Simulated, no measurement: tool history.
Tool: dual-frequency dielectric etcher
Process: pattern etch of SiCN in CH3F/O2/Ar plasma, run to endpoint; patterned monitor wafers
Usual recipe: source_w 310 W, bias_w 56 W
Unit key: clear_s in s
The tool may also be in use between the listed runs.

run	hour	source_w	bias_w	wafers since the last listed run	hours since the last wet clean	hours since the last source power generator calibration	hours since the last bias power generator calibration	hours since the last upper electrode change	incoming incoming film thickness, nm	clear_s
1	0	360	56	0	426	807.2	834.5	2312	11.01	31.6
# hour 44.4: wet clean of the chamber
2	53	360	56	427	8.6	860.2	887.5	2365	10.89	32.2
3	120.6	360	56	997	76.2	927.8	955.1	2432.6	10.95	32.5
4	166.7	310	56	679	122.3	973.9	1001.2	2478.7	10.99	34.6
5	268.8	310	56	1505	224.4	1076	1103.3	2580.8	11.12	34.7
6	373.4	310	56	1542	329	1180.6	1207.9	2685.4	11	33.8
7	426.1	310	56	777	381.7	1233.3	1260.6	2738.1	11.04	33.6
# hour 479.5: wet clean of the chamber
8	508.1	310	56	855	28.6	1315.3	1342.6	2820.1	10.95	34.5
9	613.6	310	56	1556	134.1	1420.8	1448.1	2925.6	11	34.4
10	715.4	310	56	1501	235.9	1522.6	1549.9	3027.4	10.95	34.1
11	790.5	310	56	1107	311	1597.7	1625	3102.5	10.92	33.7
12	836.2	310	67	674	356.7	1643.4	1670.7	3148.2	11.04	31.2
13	939	350	56	1516	459.5	1746.2	1773.5	3251	10.96	31.9
# hour 969.4: wet clean of the chamber
14	1023.7	350	56	895	54.3	1830.9	1858.2	3335.7	11.06	33.2
15	1096.5	310	56	1073	127.1	1903.7	1931	3408.5	11	34.3
16	1197.5	350	69	1489	228.1	2004.7	2032	3509.5	11.05	29.7
# hour 1268.8: upper electrode replaced
17	1269.3	370	66	705	299.9	2076.5	2103.8	0.5	10.87	28.9
18	1354.8	340	49	1261	385.4	2162	2189.3	86	10.98	34.7
# hour 1420.7: wet clean of the chamber
19	1422.6	310	56	646	1.9	2229.8	2257.1	153.8	10.97	34.7
20	1510.2	310	56	1292	89.5	2317.4	2344.7	241.4	11.1	35

Forecast run 21:
21	1555	390	49	660	134.3	2362.2	2389.5	286.2	11.05	?

clear_s: 33.6 s
The same run, on a tool lacking any hidden state, would have yielded clear_s 33.9 s.

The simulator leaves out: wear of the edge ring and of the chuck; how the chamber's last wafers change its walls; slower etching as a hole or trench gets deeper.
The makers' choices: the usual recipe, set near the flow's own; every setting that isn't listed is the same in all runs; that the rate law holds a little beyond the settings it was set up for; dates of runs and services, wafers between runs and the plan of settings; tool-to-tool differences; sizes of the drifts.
